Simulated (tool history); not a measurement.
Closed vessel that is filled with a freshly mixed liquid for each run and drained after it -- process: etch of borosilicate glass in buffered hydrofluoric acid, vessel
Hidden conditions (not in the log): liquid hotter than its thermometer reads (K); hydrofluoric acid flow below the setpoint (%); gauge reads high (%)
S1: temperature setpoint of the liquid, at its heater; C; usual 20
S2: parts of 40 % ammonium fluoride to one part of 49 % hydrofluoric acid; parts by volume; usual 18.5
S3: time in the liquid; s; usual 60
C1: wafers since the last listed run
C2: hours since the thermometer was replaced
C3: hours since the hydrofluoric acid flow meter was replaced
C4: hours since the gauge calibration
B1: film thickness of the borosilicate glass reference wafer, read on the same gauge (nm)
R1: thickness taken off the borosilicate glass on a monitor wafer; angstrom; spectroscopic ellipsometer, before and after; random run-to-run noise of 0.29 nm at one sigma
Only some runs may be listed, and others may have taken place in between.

run   hour    S1    S2  S3    C1      C2     C3     C4      B1     R1
  1      0    20  18.5  60     0  1637.3  341.2    390  120.01  405.3
  2   12.5    20  18.5  85   849  1649.8  353.7  402.5  120.01  571.4
  3   43.3    20  18.5  85  2094  1680.6  384.5  433.3  119.98  572.2
  4   76.6    22  18.5  60  2264  1713.9  417.8  466.6  119.99  450.5
  5  101.7    20  18.5  60  1706    1739  442.9  491.7  120.02  401.4
  6  201.4    20  18.5  60  6778  1838.7  542.6  591.4  119.97  407.3
     260.3  -- gauge calibrated
  7  298.4    20  18.5  60  6595  1935.7  639.6   38.1  120.01  408.5
  8  315.7    20  18.5  60  1176    1953  656.9   55.4  119.99  407.1
  9  341.3    20  18.5  60  1740  1978.6  682.5     81  120.01  411.5
 10    362    20  18.5  70  1407  1999.3  703.2  101.7  120.02  472.6
 11    379    20  18.5  70  1155  2016.3  720.2  118.7  119.98  478.6
     386.5  -- hydrofluoric acid flow meter replaced
 12  398.2    20    21  95  1237  2035.5   11.7  137.9  119.99  576.9
     453.1  -- thermometer replaced
 13  469.5  24.5  11.5  40  4779    16.4     83  209.2  119.99  496.1
 14  491.9    20  18.5  60  1523    38.8  105.4  231.6  119.99  366.5
 15    513    17    15  60  1434    59.9  126.5  252.7  119.98  374.6
 16  540.5    20  18.5  90  1869    87.4    154  280.2     120  540.4
 17  575.5    20  11.5  95  2379   122.4    189  315.2  119.99  919.9
 18    611    20  18.5  60  2413   157.9  224.5  350.7     120    356
 19    640    20  18.5  60  1971   186.9  253.5  379.7  119.97  363.2
 20  672.9    20  18.5  80  2236   219.8  286.4  412.6     120  485.2
 21  707.4  17.5  14.5  30  2345   254.3  320.9  447.1  120.01  203.2
 22  731.1    20  18.5  60  1611     278  344.6  470.8     120    363

Consider 4 possible next runs. They are alternatives, not a sequence: every one starts from the tool as it was left by run 22. What does each give?
  A  731.8    18  18.5  60  47  278.7  345.3  471.5   ?   ?
  B  731.8    25  18.5  60  47  278.7  345.3  471.5   ?   ?
  C  731.8  22.5    23  60  47  278.7  345.3  471.5   ?   ?
  D  731.8    17    23  60  47  278.7  345.3  471.5   ?   ?

run   B1     R1
  A  120  324.6
  B  120  475.3
  C  120    349
  D  120  257.7
Stripped of hidden state, with their random variation kept, the same runs would have yielded:
run     R1
  A  319.2
  B  467.7
  C  343.4
  D  253.4
